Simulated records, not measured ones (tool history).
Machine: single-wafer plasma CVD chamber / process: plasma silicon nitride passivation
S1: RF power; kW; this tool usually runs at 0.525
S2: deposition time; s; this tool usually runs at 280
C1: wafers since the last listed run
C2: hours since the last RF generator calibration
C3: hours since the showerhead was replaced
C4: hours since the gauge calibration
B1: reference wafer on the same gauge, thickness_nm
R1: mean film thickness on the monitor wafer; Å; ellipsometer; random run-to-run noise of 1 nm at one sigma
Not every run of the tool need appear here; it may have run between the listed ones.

run	hour	S1	S2	C1	C2	C3	C4	B1	R1
1	0	0.525	251	0	1479.5	7017.1	1627.7	434.91	3468.82
2	71.7	0.495	304	585	1551.2	7088.8	1699.4	434.911	4170.45
3	135.5	0.495	294	520	1615	7152.6	1763.2	434.888	4044.35
4	230.2	0.525	239	772	1709.7	7247.3	1857.9	434.655	3325.64
5	277.2	0.525	239	383	1756.7	7294.3	1904.9	434.99	3331.65
6	367.6	0.525	280	737	1847.1	7384.7	1995.3	435.121	3893.88
# hour 405.5: gauge calibrated
7	408.2	0.525	280	331	1887.7	7425.3	2.7	435.073	3893.31
8	487.7	0.525	280	648	1967.2	7504.8	82.2	435.29	3874.32
# hour 531.8: RF generator calibrated
9	577.6	0.6	317	668	45.8	7594.7	172.1	434.8	4562.63
10	666.4	0.525	280	724	134.6	7683.5	260.9	435.16	3943.03
11	883.3	0.525	280	1770	351.5	7900.4	477.8	435.119	3929.13
12	944.6	0.525	240	500	412.8	7961.7	539.1	434.637	3354.89
# hour 1021.6: showerhead replaced
13	1051.8	0.525	280	809	520	30.2	646.3	435.001	3908.79
14	1119.2	0.525	280	550	587.4	97.6	713.7	434.978	3911.57
15	1167.5	0.525	280	394	635.7	145.9	762	434.666	3911.36
16	1265.4	0.525	280	799	733.6	243.8	859.9	435.16	3909.34
17	1371.6	0.525	280	866	839.8	350	966.1	435.182	3901.29
18	1464.9	0.46	310	761	933.1	443.3	1059.4	434.795	4246.12
19	1537.3	0.525	280	590	1005.5	515.7	1131.8	434.94	3912.81
20	1633.4	0.575	317	784	1101.6	611.8	1227.9	435.321	4491.22
21	1717.4	0.615	329	685	1185.6	695.8	1311.9	434.896	4695.61
22	1800.1	0.475	306	674	1268.3	778.5	1394.6	435.037	4200.51
23	1854.4	0.525	311	443	1322.6	832.8	1448.9	435.016	4321.48
24	2178.1	0.435	280	2641	1646.3	1156.5	1772.6	434.868	3783.02
25	2243.4	0.555	301	532	1711.6	1221.8	1837.9	435.11	4233.03
26	2294.2	0.525	280	414	1762.4	1272.6	1888.7	435.046	3892.69
# hour 2326.4: RF generator calibrated
# hour 2368.8: gauge calibrated
27	2395	0.585	280	757	68.6	1373.4	26.2	434.938	3994.65
28	2448.9	0.525	280	439	122.5	1427.3	80.1	435.197	3958.08
29	2606.5	0.525	310	1286	280.1	1584.9	237.7	434.773	4339.14
30	2691.4	0.58	242	692	365	1669.8	322.6	435.169	3423.23
31	2768.3	0.6	228	627	441.9	1746.7	399.5	435.316	3252.75
32	2837.3	0.49	331	563	510.9	1815.7	468.5	434.944	4573.85
33	2903.8	0.525	280	542	577.4	1882.2	535	434.657	3908.95
34	3003.1	0.575	280	810	676.7	1981.5	634.3	434.84	3980.56
35	3043.4	0.525	300	328	717	2021.8	674.6	434.82	4176.76

Take each entry between the runs: how does the hidden state at the last listed run before it differ from the hidden state at the first listed run after it?
In the gap between runs 6 and 7: gauge calibrated (hour 405.5)
  delivered RF power above the setpoint (%): -8.93 -> -8.96
  difference, measured minus the result without the unlogged condition, R1: -58.11 -> -58.33 Å
In the gap between runs 8 and 9: RF generator calibrated (hour 531.8)
  delivered RF power above the setpoint (%): -9.02 -> -0.822
  difference, measured minus the result without the unlogged condition, R1: -58.45 -> -6.09 Å
In the gap between runs 12 and 13: showerhead replaced (hour 1021.6)
  delivered RF power above the setpoint (%): -4.05 -> -4.71
  difference, measured minus the result without the unlogged condition, R1: -22.29 -> -30.3 Å
In the gap between runs 26 and 27: RF generator calibrated (hour 2326.4); gauge calibrated (hour 2368.8)
  delivered RF power above the setpoint (%): -8.03 -> -1.23
  difference, measured minus the result without the unlogged condition, R1: -52.08 -> -8 Å
